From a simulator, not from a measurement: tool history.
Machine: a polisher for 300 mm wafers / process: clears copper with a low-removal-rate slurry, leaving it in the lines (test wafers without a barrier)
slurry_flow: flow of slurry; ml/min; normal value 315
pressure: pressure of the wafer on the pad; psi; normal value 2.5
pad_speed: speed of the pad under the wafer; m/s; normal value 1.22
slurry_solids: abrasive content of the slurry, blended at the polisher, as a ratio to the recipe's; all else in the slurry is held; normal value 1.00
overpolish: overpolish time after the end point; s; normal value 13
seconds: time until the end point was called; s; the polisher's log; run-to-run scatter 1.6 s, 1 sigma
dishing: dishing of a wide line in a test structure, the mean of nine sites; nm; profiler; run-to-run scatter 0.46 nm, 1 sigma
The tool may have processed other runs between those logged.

run    hour  slurry_flow  pressure  pad_speed  slurry_solids  overpolish  wafers since the last listed run  wafers polished on this pad  hours since the slurry nozzle was cleaned  hours since the head pressure was calibrated  hours since the slurry blender was calibrated  incoming thickness of the incoming film, nm  seconds  dishing
  1     0.0          315       1.8       1.22           1.00          11                                 0                         1097                                       21.6                                         331.8                                          149.6                                        231.0    119.8     15.9
  2    35.4          315       2.5       1.22           1.00          13                               407                         1505                                       57.0                                         367.2                                          185.0                                        238.2     91.4     24.0
  3    84.1          315       2.5       1.22           1.00          13                               560                         2065                                      105.7                                         415.9                                          233.7                                        233.5     90.1     24.3
      115.4  -- head pressure recalibrated
  4   143.4          315       2.5       1.22           1.00          13                               659                         2725                                      165.0                                          28.0                                          293.0                                        236.7     94.6     24.1
  5   192.1          315       2.5       1.22           1.00          17                               560                         3285                                      213.7                                          76.7                                          341.7                                        234.9     92.1     30.5
      250.5  -- slurry blender recalibrated
  6   251.2          315       2.5       1.22           1.00          13                               657                         3942                                      272.8                                         135.8                                            0.7                                        232.5     92.4     23.7
  7   275.5          315       2.5       1.22           1.00          13                               279                         4222                                      297.1                                         160.1                                           25.0                                        238.4     96.3     23.5
  8   338.5          315       2.5       1.22           1.00          13                               724                         4947                                      360.1                                         223.1                                           88.0                                        237.9     96.9     23.4
      378.2  -- worn pad replaced by a new one
  9   407.5          230       2.8       1.48           1.00           7                               747                          336                                      429.1                                         292.1                                          157.0                                        236.5     64.3     19.0
 10   441.2          315       2.5       1.22           0.85          21                               387                          724                                      462.8                                         325.8                                          190.7                                        237.1     92.0     37.4
      443.7  -- slurry nozzle cleaned
 11   514.5          275       2.5       1.22           1.00          19                               831                         1556                                       70.8                                         399.1                                          264.0                                        234.5     90.4     33.9
      543.0  -- head pressure recalibrated
 12   548.9          315       2.5       1.22           1.00          13                               372                         1929                                      105.2                                           5.9                                          298.4                                        238.2     93.1     24.0
 13   598.1          405       2.5       1.22           1.00          13                               566                         2495                                      154.4                                          55.1                                          347.6                                        231.6     87.7     24.0
 14   710.0          410       2.5       1.22           0.85           6                              1287                         3783                                      266.3                                         167.0                                          459.5                                        233.8     99.0     11.3
      736.0  -- slurry blender recalibrated
 15   778.1          315       2.5       1.22           1.00          13                               760                         4543                                      334.4                                         235.1                                           42.1                                        238.1     94.5     23.3
 16   827.5          235       2.5       1.22           1.00           5                               568                         5112                                      383.8                                         284.5                                           91.5                                        235.5     96.3      9.2
      848.9  -- slurry nozzle cleaned
      849.5  -- worn pad replaced by a new one
 17   858.4          315       2.5       1.22           1.00          13                               336                          102                                        9.5                                         315.4                                          122.4                                        236.2     86.3     26.7
 18   903.6          315       2.5       1.22           1.00          13                               520                          622                                       54.7                                         360.6                                          167.6                                        237.5     89.1     25.0
 19   939.2          315       2.5       1.44           1.00          13                               409                         1031                                       90.3                                         396.2                                          203.2                                        232.1     73.9     28.9
      987.0  -- head pressure recalibrated
 20  1025.2          315       2.5       1.22           1.00          20                               966                         1998                                      176.3                                          38.2                                          289.2                                        234.2     90.0     36.4
 21  1060.5          315       2.5       1.22           1.00          13                               406                         2404                                      211.6                                          73.5                                          324.5                                        234.0     93.0     23.7
 22  1103.9          395       2.5       1.22           1.00          10                               499                         2904                                      255.0                                         116.9                                          367.9                                        232.2     89.5     18.9
 23  1133.2          315       2.5       1.22           1.00          13                               337                         3241                                      284.3                                         146.2                                          397.2                                        235.9     93.0     23.7
 24  1171.2          315       2.5       1.22           0.90          17                               437                         3678                                      322.3                                         184.2                                          435.2                                        231.4     95.1     29.3
 25  1211.0          315       2.8       1.22           1.00           6                               457                         4136                                      362.1                                         224.0                                          475.0                                        234.6     84.7     12.4
     1220.4  -- slurry blender recalibrated
     1232.3  -- slurry nozzle cleaned
     1245.7  -- worn pad replaced by a new one
 26  1278.3          380       2.5       1.52           1.20          18                               693                          375                                       46.0                                         291.3                                           57.9                                        237.3     63.0     44.3
 27  1377.7          315       2.5       1.22           1.00          13                              1143                         1519                                      145.4                                         390.7                                          157.3                                        238.6     93.0     23.9
     1403.8  -- head pressure recalibrated
 28  1421.1          385       2.5       1.22           1.30          16                               476                         1995                                      188.8                                          17.3                                          200.7                                        234.0     81.9     31.1
 29  1485.7          315       2.5       1.22           1.00          13                               743                         2739                                      253.4                                          81.9                                          265.3                                        237.2     93.2     23.9

Each row is a separate what-if for the run after 29, all from the same tool condition, not one after another. Results?
  A  1486.2          260       2.5       1.22           1.00          13                                 5                         2744                                      253.9                                          82.4                                          265.8                                        234.7        ?        ?
  B  1486.2          315       2.5       1.58           0.80          19                                 5                         2744                                      253.9                                          82.4                                          265.8                                        234.7        ?        ?
  C  1486.2          315       2.5       1.56           1.00           7                                 5                         2744                                      253.9                                          82.4                                          265.8                                        234.7        ?        ?

run  seconds  dishing
  A     92.9     23.2
  B     75.6     39.5
  C     71.9     16.5
Without the tool's hidden state the same runs would have given:
run  seconds  dishing
  A     81.9     26.1
  B     66.7     44.0
  C     63.4     18.6
